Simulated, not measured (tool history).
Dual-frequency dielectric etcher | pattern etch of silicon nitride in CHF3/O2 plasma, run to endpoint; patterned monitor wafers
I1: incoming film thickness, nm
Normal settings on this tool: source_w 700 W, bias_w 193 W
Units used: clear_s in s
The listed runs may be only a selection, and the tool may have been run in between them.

Run 1, hour 0.0: usual settings; I1 72.5. Result: clear_s 43.4 s.
At hour 14.0: wet clean of the chamber.
Run 2, hour 24.7: usual settings; I1 73.7. Result: clear_s 42.9 s.
Run 3, hour 43.4: usual settings; I1 73.8. Result: clear_s 42.8 s.
Run 4, hour 62.5: usual settings; I1 73.7. Result: clear_s 42.8 s.
Run 5, hour 97.1: usual settings; I1 73.0. Result: clear_s 42.7 s.
Run 6, hour 133.0: usual settings; I1 73.7. Result: clear_s 43.0 s.
Run 7, hour 158.3: usual settings; I1 73.4. Result: clear_s 42.9 s.
Run 8, hour 187.8: usual settings; I1 73.0. Result: clear_s 42.9 s.
Run 9, hour 288.0: usual settings; I1 73.0. Result: clear_s 43.0 s.
Run 10, hour 310.3: usual settings but source_w 750 W; I1 72.7. Result: clear_s 41.7 s.
Run 11, hour 328.9: usual settings; I1 73.1. Result: clear_s 43.4 s.
At hour 372.1: wet clean of the chamber.
Run 12, hour 372.6: usual settings; I1 73.3. Result: clear_s 42.5 s.
Run 13, hour 394.5: usual settings; I1 73.2. Result: clear_s 42.7 s.
Run 14, hour 419.3: usual settings; I1 74.0. Result: clear_s 43.2 s.
At hour 436.5: source power generator calibrated.
Run 15, hour 451.7: usual settings but source_w 600 W, bias_w 225 W; I1 73.6. Result: clear_s 44.0 s.
At hour 496.6: upper electrode replaced.
Run 16, hour 497.1: usual settings but source_w 640 W, bias_w 148 W; I1 73.8. Result: clear_s 50.3 s.
Run 17, hour 518.7: usual settings but source_w 750 W; I1 73.0. Result: clear_s 42.1 s.
At hour 552.5: bias power generator calibrated.
Run 18, hour 553.0: usual settings but bias_w 222 W; I1 73.7. Result: clear_s 41.7 s.
Run 19, hour 577.7: usual settings but source_w 810 W, bias_w 217 W; I1 73.7. Result: clear_s 39.4 s.
Run 20, hour 593.7: usual settings but source_w 610 W, bias_w 218 W; I1 73.8. Result: clear_s 44.7 s.
Run 21, hour 614.7: usual settings but source_w 650 W; I1 73.5. Result: clear_s 45.4 s.
Run 22, hour 638.8: usual settings but source_w 590 W, bias_w 156 W; I1 73.1. Result: clear_s 51.5 s.
Run 23, hour 662.2: usual settings; I1 73.7. Result: clear_s 44.4 s.
Run 24, hour 675.4: usual settings but source_w 820 W; I1 74.2. Result: clear_s 41.8 s.
Run 25, hour 694.3: usual settings but bias_w 240 W; I1 73.6. Result: clear_s 40.8 s.
Run 26, hour 728.4: usual settings but source_w 590 W, bias_w 156 W; I1 73.3. Result: clear_s 51.9 s.
At hour 776.5: wet clean of the chamber.
Run 27, hour 777.0: usual settings; I1 74.4. Result: clear_s 43.6 s.
Run 28, hour 783.0: usual settings but source_w 860 W, bias_w 211 W; I1 73.3. Result: clear_s 37.9 s.
Run 29, hour 812.9: usual settings but source_w 630 W, bias_w 211 W; I1 73.2. Result: clear_s 43.4 s.

4 options for the next run, each taken on its own from the tool as it stands now. Forecast them:
Run A, hour 813.3: usual settings but source_w 810 W; I1 72.3. Result: clear_s ?.
Run B, hour 813.3: usual settings but source_w 550 W, bias_w 167 W; I1 72.3. Result: clear_s ?.
Run C, hour 813.3: usual settings but source_w 600 W, bias_w 209 W; I1 72.3. Result: clear_s ?.
Run D, hour 813.3: usual settings but bias_w 227 W; I1 72.3. Result: clear_s ?.

run  clear_s
  A     39.9
  B     50.3
  C     44.2
  D     39.9
What these runs would have given with no unlogged condition in the tool:
run  clear_s
  A     40.0
  B     50.5
  C     44.4
  D     40.1
